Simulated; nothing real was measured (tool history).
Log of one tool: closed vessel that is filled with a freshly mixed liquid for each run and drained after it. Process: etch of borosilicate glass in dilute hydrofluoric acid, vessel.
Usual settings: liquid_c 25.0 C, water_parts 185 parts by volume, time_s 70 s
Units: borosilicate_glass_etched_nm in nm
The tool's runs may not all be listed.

run    hour  liquid_c  water_parts  time_s  read-back film thickness of the borosilicate glass reference wafer, read on the same gauge (nm)  borosilicate_glass_etched_nm
  1     0.0      27.0          185      70                                                                                            29.97                         10.76
       41.9  -- thermometer replaced
  2   107.8      25.0          225      70                                                                                            29.98                          7.91
  3   209.3      25.0          225      70                                                                                            30.01                          7.89
  4   304.6      26.5          185      45                                                                                            30.00                          6.91
  5   392.1      26.5          185      45                                                                                            29.98                          7.04
  6   464.2      25.0          185      70                                                                                            30.01                         10.19
  7   648.2      25.0          185      70                                                                                            30.01                         10.40
  8   684.6      25.0          185      70                                                                                            30.00                         10.29
      742.4  -- hydrofluoric acid flow meter replaced
  9   759.8      25.0          185      70                                                                                            30.00                          9.52
 10   823.3      25.0          115      70                                                                                            30.01                         16.90
 11   877.5      25.0          185      70                                                                                            29.99                          9.73
      923.5  -- thermometer replaced
 12   965.0      29.5          140      70                                                                                            29.98                         16.24
      967.3  -- gauge calibrated
 13  1062.1      21.0          115      70                                                                                            30.00                         14.50
 14  1127.0      26.5          185      45                                                                                            30.02                          6.61
 15  1164.6      25.0          150      40                                                                                            29.99                          7.14
 16  1243.9      29.5          245      30                                                                                            30.02                          3.48
 17  1313.7      25.0          225      70                                                                                            30.01                          7.79
 18  1368.1      28.5          105      80                                                                                            30.00                         25.02

Forecast each of these 5 alternatives for the next run:
  A  1368.8      25.0          185      70                                                                                                ?                             ?
  B  1368.8      27.0          245      90                                                                                                ?                             ?
  C  1368.8      22.5          185      70                                                                                                ?                             ?
  D  1368.8      25.0          225      35                                                                                                ?                             ?
  E  1368.8      28.0          270      45                                                                                                ?                             ?

run  read-back film thickness of the borosilicate glass reference wafer, read on the same gauge (nm)  borosilicate_glass_etched_nm
  A                                                                                            30.00                          9.95
  B                                                                                            30.00                          9.73
  C                                                                                            30.00                          9.06
  D                                                                                            30.00                          3.92
  E                                                                                            30.00                          4.45
Without the tool's hidden state the same runs would have given:
run  borosilicate_glass_etched_nm
  A                          9.46
  B                          9.24
  C                          8.62
  D                          3.72
  E                          4.22
